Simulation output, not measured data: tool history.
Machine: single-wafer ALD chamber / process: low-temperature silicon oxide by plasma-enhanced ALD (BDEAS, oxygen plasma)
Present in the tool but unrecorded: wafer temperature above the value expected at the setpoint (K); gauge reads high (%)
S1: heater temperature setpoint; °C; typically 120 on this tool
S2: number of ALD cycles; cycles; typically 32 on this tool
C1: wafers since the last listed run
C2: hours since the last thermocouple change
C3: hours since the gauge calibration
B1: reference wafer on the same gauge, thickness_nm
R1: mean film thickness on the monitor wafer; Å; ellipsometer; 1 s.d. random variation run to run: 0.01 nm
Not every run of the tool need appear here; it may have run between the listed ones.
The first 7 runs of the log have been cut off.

{"run": 8, "hour": 429.1, "S1": 111, "S2": 30, "C1": 283, "C2": 1620.4, "C3": 1654, "B1": 4.122, "R1": 38.61}
{"run": 9, "hour": 506.1, "S1": 120, "S2": 33, "C1": 376, "C2": 1697.4, "C3": 1731, "B1": 4.12, "R1": 41.42}
{"run": 10, "hour": 610.9, "S1": 120, "S2": 32, "C1": 512, "C2": 1802.2, "C3": 1835.8, "B1": 4.124, "R1": 40.46}
{"run": 11, "hour": 714.5, "S1": 120, "S2": 32, "C1": 506, "C2": 1905.8, "C3": 1939.4, "B1": 4.12, "R1": 40.24}
{"run": 12, "hour": 782.9, "S1": 120, "S2": 32, "C1": 334, "C2": 1974.2, "C3": 2007.8, "B1": 4.119, "R1": 40.33}
{"run": 13, "hour": 868.4, "S1": 120, "S2": 32, "C1": 418, "C2": 2059.7, "C3": 2093.3, "B1": 4.12, "R1": 40.39}
{"run": 14, "hour": 905.7, "S1": 120, "S2": 36, "C1": 182, "C2": 2097, "C3": 2130.6, "B1": 4.119, "R1": 45.25}
{"run": 15, "hour": 1007.2, "S1": 120, "S2": 32, "C1": 496, "C2": 2198.5, "C3": 2232.1, "B1": 4.12, "R1": 40.16}
{"run": 16, "hour": 1066.4, "S1": 120, "S2": 32, "C1": 289, "C2": 2257.7, "C3": 2291.3, "B1": 4.121, "R1": 40.28}
{"run": 17, "hour": 1167.8, "S1": 120, "S2": 32, "C1": 496, "C2": 2359.1, "C3": 2392.7, "B1": 4.121, "R1": 40.18}
{"run": 18, "hour": 1268.5, "S1": 115, "S2": 27, "C1": 492, "C2": 2459.8, "C3": 2493.4, "B1": 4.118, "R1": 34.19}
{"run": 19, "hour": 1366.2, "S1": 120, "S2": 32, "C1": 478, "C2": 2557.5, "C3": 2591.1, "B1": 4.117, "R1": 40.07}
{"run": 20, "hour": 1446.5, "S1": 120, "S2": 32, "C1": 392, "C2": 2637.8, "C3": 2671.4, "B1": 4.12, "R1": 40.21}
{"run": 21, "hour": 1506.2, "S1": 120, "S2": 32, "C1": 292, "C2": 2697.5, "C3": 2731.1, "B1": 4.12, "R1": 40.01}
{"run": 22, "hour": 1561.0, "S1": 131, "S2": 27, "C1": 268, "C2": 2752.3, "C3": 2785.9, "B1": 4.12, "R1": 33.02}
{"run": 23, "hour": 1640.6, "S1": 125, "S2": 32, "C1": 389, "C2": 2831.9, "C3": 2865.5, "B1": 4.12, "R1": 39.63}
{"run": 24, "hour": 1679.3, "S1": 120, "S2": 32, "C1": 189, "C2": 2870.6, "C3": 2904.2, "B1": 4.115, "R1": 39.91}
{"hour": 1736.6, "done": "thermocouple changed; heater temperature recalibrated"}
{"run": 25, "hour": 1737.1, "S1": 130, "S2": 37, "C1": 243, "C2": 0.5, "C3": 2962, "B1": 4.121, "R1": 45.57}
{"run": 26, "hour": 1807.8, "S1": 120, "S2": 38, "C1": 345, "C2": 71.2, "C3": 3032.7, "B1": 4.122, "R1": 48.05}
{"run": 27, "hour": 1881.6, "S1": 125, "S2": 29, "C1": 361, "C2": 145, "C3": 3106.5, "B1": 4.122, "R1": 36.49}
{"run": 28, "hour": 1925.5, "S1": 120, "S2": 32, "C1": 214, "C2": 188.9, "C3": 3150.4, "B1": 4.123, "R1": 40.39}
{"run": 29, "hour": 2000.2, "S1": 135, "S2": 34, "C1": 365, "C2": 263.6, "C3": 3225.1, "B1": 4.121, "R1": 41.52}
{"run": 30, "hour": 2099.8, "S1": 125, "S2": 28, "C1": 487, "C2": 363.2, "C3": 3324.7, "B1": 4.12, "R1": 35.01}

The next listed run, before its measurement:
{"hour": 2140.2, "done": "gauge calibrated"}
{"run": 31, "hour": 2178.0, "S1": 120, "S2": 29, "C1": 382, "C2": 441.4, "C3": 37.8, "B1": "?", "R1": "?"}

{"run 31": {"B1": 4.123, "R1": 36.69}}
On a tool with no hidden condition, and with the same random variation, this run would have come out at R1 36.8 Å.
